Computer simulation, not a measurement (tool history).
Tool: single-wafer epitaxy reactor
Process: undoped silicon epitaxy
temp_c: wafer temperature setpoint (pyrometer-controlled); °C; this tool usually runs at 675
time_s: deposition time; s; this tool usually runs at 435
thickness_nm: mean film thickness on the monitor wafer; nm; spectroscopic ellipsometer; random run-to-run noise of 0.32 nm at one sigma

| run | hour | temp_c | time_s | wafers since the last listed run | hours since the last pyrometer calibration | hours since the gauge calibration | read-back reference wafer on the same gauge, thickness_nm | thickness_nm |
|---|---|---|---|---|---|---|---|---|
| 1 | 0.0 | 685 | 479 | 0 | 1026.3 | 14.4 | 91.987 | 149.653 |
| 2 | 68.7 | 675 | 435 | 391 | 1095.0 | 83.1 | 91.988 | 113.644 |
| 3 | 116.5 | 675 | 435 | 272 | 1142.8 | 130.9 | 91.995 | 113.133 |
| 4 | 168.5 | 675 | 435 | 296 | 1194.8 | 182.9 | 92.032 | 113.368 |
| 5 | 195.2 | 675 | 435 | 152 | 1221.5 | 209.6 | 92.095 | 113.088 |
| 6 | 249.0 | 675 | 435 | 306 | 1275.3 | 263.4 | 92.116 | 113.917 |
| 7 | 312.9 | 675 | 435 | 364 | 1339.2 | 327.3 | 92.221 | 113.307 |
| 8 | 341.9 | 675 | 401 | 165 | 1368.2 | 356.3 | 92.220 | 105.447 |
| 9 | 399.5 | 675 | 435 | 328 | 1425.8 | 413.9 | 92.374 | 114.175 |
| 10 | 452.1 | 675 | 435 | 299 | 1478.4 | 466.5 | 92.444 | 113.079 |
| 11 | 482.9 | 675 | 435 | 175 | 1509.2 | 497.3 | 92.549 | 113.950 |
| 12 | 521.8 | 675 | 435 | 221 | 1548.1 | 536.2 | 92.615 | 114.029 |
| 13 | 572.5 | 675 | 435 | 289 | 1598.8 | 586.9 | 92.752 | 114.535 |
| 14 | 605.9 | 664 | 501 | 190 | 1632.2 | 620.3 | 92.897 | 107.640 |
| 15 | 630.7 | 690 | 380 | 141 | 1657.0 | 645.1 | 92.951 | 131.213 |
|  | 769.3 | pyrometer calibrated |
| 16 | 841.8 | 670 | 435 | 1157 | 72.5 | 856.2 | 93.661 | 105.852 |
| 17 | 891.9 | 675 | 435 | 285 | 122.6 | 906.3 | 93.915 | 115.057 |
| 18 | 939.0 | 662 | 435 | 268 | 169.7 | 953.4 | 94.096 | 91.681 |
| 19 | 1004.2 | 666 | 372 | 371 | 234.9 | 1018.6 | 94.434 | 84.279 |
|  | 1015.7 | gauge calibrated |
| 20 | 1059.3 | 675 | 397 | 314 | 290.0 | 43.6 | 91.809 | 103.171 |
| 21 | 1102.5 | 685 | 489 | 246 | 333.2 | 86.8 | 91.858 | 152.120 |
| 22 | 1140.1 | 686 | 402 | 214 | 370.8 | 124.4 | 91.848 | 127.013 |
| 23 | 1196.8 | 686 | 402 | 323 | 427.5 | 181.1 | 91.911 | 127.550 |
| 24 | 1228.4 | 675 | 519 | 180 | 459.1 | 212.7 | 91.874 | 135.541 |
| 25 | 1257.2 | 670 | 361 | 164 | 487.9 | 241.5 | 91.953 | 85.915 |
| 26 | 1283.3 | 661 | 394 | 148 | 514.0 | 267.6 | 92.027 | 79.137 |
| 27 | 1335.6 | 667 | 510 | 298 | 566.3 | 319.9 | 92.101 | 114.525 |

For some of the steps in thickness_nm from one run to the next: how much would appear even if the tool had no hidden state, given the settings, what came in and random variation, and how much remains for the hidden state plus any gauge scatter that the measured result and the result without hidden state don't share?
Unlogged tool condition in this case: wafer temperature above the value expected at the setpoint (K); gauge reads high (%).
Run 15 -> 16: temp_c 690 -> 670, time_s 380 -> 435, pyrometer calibrated. thickness_nm -25.361 nm: hidden state +0.598, all else -25.959.
Run 19 -> 20: temp_c 666 -> 675, time_s 372 -> 397, gauge calibrated. thickness_nm +18.892 nm: hidden state -2.385, all else +21.277.
Run 20 -> 21: temp_c 675 -> 685, time_s 397 -> 489. thickness_nm +48.949 nm: hidden state -0.064, all else +49.013.
Run 24 -> 25: temp_c 675 -> 670, time_s 519 -> 361. thickness_nm -49.626 nm: hidden state +0.061, all else -49.687.

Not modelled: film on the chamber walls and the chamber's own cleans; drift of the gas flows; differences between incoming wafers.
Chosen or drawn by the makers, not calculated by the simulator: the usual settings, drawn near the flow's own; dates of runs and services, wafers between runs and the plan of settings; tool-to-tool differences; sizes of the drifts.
